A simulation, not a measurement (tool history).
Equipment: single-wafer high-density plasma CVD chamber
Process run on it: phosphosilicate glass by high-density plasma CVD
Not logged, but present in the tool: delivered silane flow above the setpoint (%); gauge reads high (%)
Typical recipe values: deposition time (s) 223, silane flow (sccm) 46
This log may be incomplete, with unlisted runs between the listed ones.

| run | hour | deposition time (s) | silane flow (sccm) | wafers since the last listed run | hours since the silane flow controller was replaced | hours since the gauge calibration | read-back reference wafer on the same gauge, thickness_nm | mean film thickness on the monitor wafer (nm) |
|---|---|---|---|---|---|---|---|---|
| 1 | 0.0 | 223 | 46 | 0 | 1517.9 | 2983.7 | 989.501 | 985.062 |
| 2 | 100.4 | 223 | 46 | 786 | 1618.3 | 3084.1 | 989.005 | 985.735 |
| 3 | 142.3 | 223 | 46 | 328 | 1660.2 | 3126.0 | 990.113 | 989.122 |
| 4 | 239.1 | 223 | 46 | 758 | 1757.0 | 3222.8 | 988.468 | 993.234 |
| 5 | 401.4 | 223 | 46 | 1272 | 1919.3 | 3385.1 | 990.193 | 987.143 |
| 6 | 471.6 | 223 | 46 | 550 | 1989.5 | 3455.3 | 988.978 | 987.360 |
| 7 | 551.8 | 223 | 46 | 628 | 2069.7 | 3535.5 | 989.850 | 997.686 |
| 8 | 603.9 | 223 | 46 | 408 | 2121.8 | 3587.6 | 988.997 | 997.652 |
| 9 | 668.1 | 223 | 46 | 503 | 2186.0 | 3651.8 | 989.624 | 994.531 |
| 10 | 759.9 | 223 | 46 | 719 | 2277.8 | 3743.6 | 988.896 | 995.281 |
| 11 | 828.1 | 223 | 46 | 534 | 2346.0 | 3811.8 | 988.919 | 995.330 |
| 12 | 873.9 | 223 | 46 | 358 | 2391.8 | 3857.6 | 988.542 | 995.051 |
| 13 | 981.0 | 223 | 46 | 839 | 2498.9 | 3964.7 | 988.351 | 997.696 |
| 14 | 1085.9 | 207 | 46 | 822 | 2603.8 | 4069.6 | 989.248 | 924.914 |
| 15 | 1285.8 | 207 | 46 | 1566 | 2803.7 | 4269.5 | 988.818 | 920.855 |
| 16 | 1332.9 | 223 | 46 | 369 | 2850.8 | 4316.6 | 988.744 | 995.455 |
| 17 | 1414.2 | 223 | 50 | 637 | 2932.1 | 4397.9 | 988.737 | 1084.139 |
|  | 1530.8 | gauge calibrated |
| 18 | 1670.3 | 240 | 46 | 2007 | 3188.2 | 139.5 | 988.608 | 1073.911 |
| 19 | 1875.8 | 247 | 42 | 1610 | 3393.7 | 345.0 | 988.870 | 1003.150 |
| 20 | 1964.4 | 247 | 42 | 694 | 3482.3 | 433.6 | 988.065 | 1012.817 |
| 21 | 2006.9 | 247 | 42 | 333 | 3524.8 | 476.1 | 988.779 | 1008.291 |
| 22 | 2046.5 | 223 | 46 | 310 | 3564.4 | 515.7 | 988.855 | 1002.782 |
| 23 | 2106.9 | 223 | 46 | 473 | 3624.8 | 576.1 | 987.971 | 1002.164 |
| 24 | 2270.5 | 244 | 46 | 1282 | 3788.4 | 739.7 | 989.518 | 1099.710 |
| 25 | 2349.9 | 223 | 46 | 622 | 3867.8 | 819.1 | 988.731 | 1001.097 |
| 26 | 2436.6 | 190 | 40 | 679 | 3954.5 | 905.8 | 989.668 | 744.172 |
| 27 | 2719.5 | 223 | 46 | 2217 | 4237.4 | 1188.7 | 988.899 | 1005.461 |
|  | 2785.4 | silane flow controller replaced |
| 28 | 2792.1 | 199 | 46 | 506 | 6.7 | 1261.3 | 989.804 | 875.231 |
| 29 | 2849.6 | 180 | 53 | 450 | 64.2 | 1318.8 | 989.117 | 907.003 |
| 30 | 2911.5 | 198 | 50 | 485 | 126.1 | 1380.7 | 989.658 | 948.174 |
| 31 | 2959.4 | 190 | 42 | 375 | 174.0 | 1428.6 | 988.748 | 766.339 |
| 32 | 3025.9 | 223 | 46 | 521 | 240.5 | 1495.1 | 989.674 | 980.932 |
| 33 | 3076.5 | 183 | 46 | 396 | 291.1 | 1545.7 | 988.932 | 807.921 |
| 34 | 3138.3 | 260 | 54 | 484 | 352.9 | 1607.5 | 988.261 | 1348.954 |
| 35 | 3212.7 | 189 | 46 | 583 | 427.3 | 1681.9 | 988.584 | 836.259 |
| 36 | 3292.8 | 267 | 46 | 627 | 507.4 | 1762.0 | 989.162 | 1182.326 |
| 37 | 3348.3 | 223 | 46 | 435 | 562.9 | 1817.5 | 988.858 | 983.192 |
| 38 | 3400.6 | 249 | 42 | 409 | 615.2 | 1869.8 | 988.598 | 1001.228 |
| 39 | 3487.7 | 223 | 46 | 682 | 702.3 | 1956.9 | 988.821 | 989.370 |
| 40 | 3563.4 | 198 | 43 | 593 | 778.0 | 2032.6 | 989.223 | 817.136 |
| 41 | 3662.3 | 193 | 52 | 775 | 876.9 | 2131.5 | 988.400 | 960.757 |
| 42 | 3708.2 | 264 | 50 | 359 | 922.8 | 2177.4 | 988.877 | 1269.138 |
| 43 | 3776.1 | 254 | 46 | 532 | 990.7 | 2245.3 | 988.414 | 1133.254 |
| 44 | 3870.5 | 223 | 46 | 739 | 1085.1 | 2339.7 | 989.745 | 997.311 |
| 45 | 3945.3 | 208 | 55 | 586 | 1159.9 | 2414.5 | 988.758 | 1103.262 |
| 46 | 4038.6 | 266 | 40 | 731 | 1253.2 | 2507.8 | 989.163 | 1029.834 |

Each row is a separate what-if for the run after 46, all from the same tool condition, not one after another. Results?
| A | 4039.1 | 223 | 46 | 3 | 1253.7 | 2508.3 | ? | ? |
| B | 4039.1 | 211 | 46 | 3 | 1253.7 | 2508.3 | ? | ? |
| C | 4039.1 | 239 | 42 | 3 | 1253.7 | 2508.3 | ? | ? |
| D | 4039.1 | 211 | 49 | 3 | 1253.7 | 2508.3 | ? | ? |

| run | read-back reference wafer on the same gauge, thickness_nm | mean film thickness on the monitor wafer (nm) |
|---|---|---|
| A | 989.230 | 989.149 |
| B | 989.230 | 935.921 |
| C | 989.230 | 967.935 |
| D | 989.230 | 996.959 |
The same runs, with their run-to-run variation unchanged, on a tool lacking any hidden condition would have given:
| run | mean film thickness on the monitor wafer (nm) |
|---|---|
| A | 979.816 |
| B | 927.090 |
| C | 958.802 |
| D | 987.552 |
